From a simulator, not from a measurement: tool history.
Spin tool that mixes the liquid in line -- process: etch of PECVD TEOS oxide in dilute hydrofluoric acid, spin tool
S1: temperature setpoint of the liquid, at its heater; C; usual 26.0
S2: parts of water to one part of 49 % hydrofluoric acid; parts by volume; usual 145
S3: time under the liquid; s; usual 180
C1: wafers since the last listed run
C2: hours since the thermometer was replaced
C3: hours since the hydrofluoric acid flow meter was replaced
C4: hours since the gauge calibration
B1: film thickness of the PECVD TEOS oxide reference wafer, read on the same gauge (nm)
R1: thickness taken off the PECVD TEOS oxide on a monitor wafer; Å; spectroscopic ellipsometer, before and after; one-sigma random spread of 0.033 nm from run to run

| run | day | S1 | S2 | S3 | C1 | C2 | C3 | C4 | B1 | R1 |
|---|---|---|---|---|---|---|---|---|---|---|
| 1 | 0.000 | 26.0 | 145 | 180 | 0 | 2603.8 | 726.0 | 285.1 | 120.02 | 116.8 |
| 2 | 0.496 | 26.0 | 145 | 180 | 103 | 2615.7 | 737.9 | 297.0 | 120.03 | 117.2 |
| 3 | 0.862 | 26.0 | 145 | 180 | 76 | 2624.5 | 746.7 | 305.8 | 120.01 | 116.2 |
| 4 | 1.483 | 22.0 | 145 | 180 | 129 | 2639.4 | 761.6 | 320.7 | 120.01 | 100.1 |
| 5 | 2.133 | 26.0 | 145 | 180 | 135 | 2655.0 | 777.2 | 336.3 | 120.03 | 116.4 |
| 6 | 2.633 | 26.0 | 145 | 180 | 103 | 2667.0 | 789.2 | 348.3 | 120.00 | 116.6 |
| 7 | 3.125 | 26.0 | 145 | 180 | 102 | 2678.8 | 801.0 | 360.1 | 120.00 | 115.9 |
| 8 | 3.467 | 26.0 | 145 | 180 | 71 | 2687.0 | 809.2 | 368.3 | 119.99 | 116.2 |
| 9 | 3.804 | 26.0 | 180 | 180 | 70 | 2695.1 | 817.3 | 376.4 | 120.02 | 89.7 |
| 10 | 4.142 | 26.0 | 145 | 180 | 70 | 2703.2 | 825.4 | 384.5 | 120.01 | 116.6 |
| 11 | 4.417 | 26.0 | 145 | 180 | 57 | 2709.8 | 832.0 | 391.1 | 119.99 | 115.4 |
| 12 | 4.708 | 26.0 | 145 | 180 | 60 | 2716.8 | 839.0 | 398.1 | 120.02 | 115.7 |
|  | 5.129 | hydrofluoric acid flow meter replaced |
| 13 | 5.383 | 26.0 | 145 | 180 | 131 | 2733.0 | 6.1 | 414.3 | 120.00 | 123.1 |
| 14 | 5.958 | 26.0 | 145 | 180 | 119 | 2746.8 | 19.9 | 428.1 | 120.01 | 123.5 |
|  | 6.100 | thermometer replaced |
| 15 | 6.617 | 26.0 | 145 | 180 | 128 | 12.4 | 35.7 | 443.9 | 120.00 | 112.8 |
|  | 7.071 | gauge calibrated |
| 16 | 7.167 | 26.0 | 110 | 180 | 114 | 25.6 | 48.9 | 2.3 | 120.02 | 155.4 |
| 17 | 7.708 | 30.5 | 145 | 180 | 112 | 38.6 | 61.9 | 15.3 | 120.00 | 133.3 |
| 18 | 8.067 | 26.0 | 145 | 265 | 74 | 47.2 | 70.5 | 23.9 | 119.99 | 166.2 |
| 19 | 8.604 | 26.0 | 145 | 180 | 111 | 60.1 | 83.4 | 36.8 | 120.01 | 112.8 |
| 20 | 9.262 | 26.0 | 105 | 180 | 136 | 75.9 | 99.2 | 52.6 | 120.02 | 163.5 |
| 21 | 9.746 | 26.0 | 170 | 140 | 100 | 87.5 | 110.8 | 64.2 | 120.02 | 72.3 |
| 22 | 10.233 | 22.5 | 105 | 220 | 101 | 99.2 | 122.5 | 75.9 | 120.00 | 174.2 |
| 23 | 10.567 | 31.0 | 100 | 110 | 69 | 107.2 | 130.5 | 83.9 | 120.01 | 127.1 |
| 24 | 11.229 | 26.0 | 145 | 180 | 137 | 123.1 | 146.4 | 99.8 | 120.01 | 112.9 |
| 25 | 11.821 | 27.5 | 85 | 105 | 122 | 137.3 | 160.6 | 114.0 | 120.00 | 129.1 |
| 26 | 12.371 | 21.5 | 145 | 70 | 114 | 150.5 | 173.8 | 127.2 | 119.97 | 37.0 |
| 27 | 13.000 | 26.0 | 145 | 180 | 130 | 165.6 | 188.9 | 142.3 | 119.99 | 112.2 |
| 28 | 13.483 | 30.0 | 85 | 140 | 100 | 177.2 | 200.5 | 153.9 | 119.99 | 187.6 |
| 29 | 13.996 | 26.0 | 145 | 180 | 106 | 189.5 | 212.8 | 166.2 | 120.01 | 112.6 |
| 30 | 14.404 | 26.0 | 145 | 180 | 84 | 199.3 | 222.6 | 176.0 | 120.00 | 112.1 |
| 31 | 14.946 | 26.0 | 145 | 270 | 112 | 212.3 | 235.6 | 189.0 | 120.00 | 167.8 |
| 32 | 15.375 | 23.0 | 210 | 130 | 89 | 222.6 | 245.9 | 199.3 | 120.00 | 46.7 |

Forecast run 33:
| 33 | 15.729 | 26.0 | 145 | 280 | 73 | 231.1 | 254.4 | 207.8 | ? | ? |

Run 33 measured B1 119.99, R1 174.7 Å.
Take away the tool's hidden state, keep the run-to-run variation as it was, and the same run would have given R1 173.7 Å.
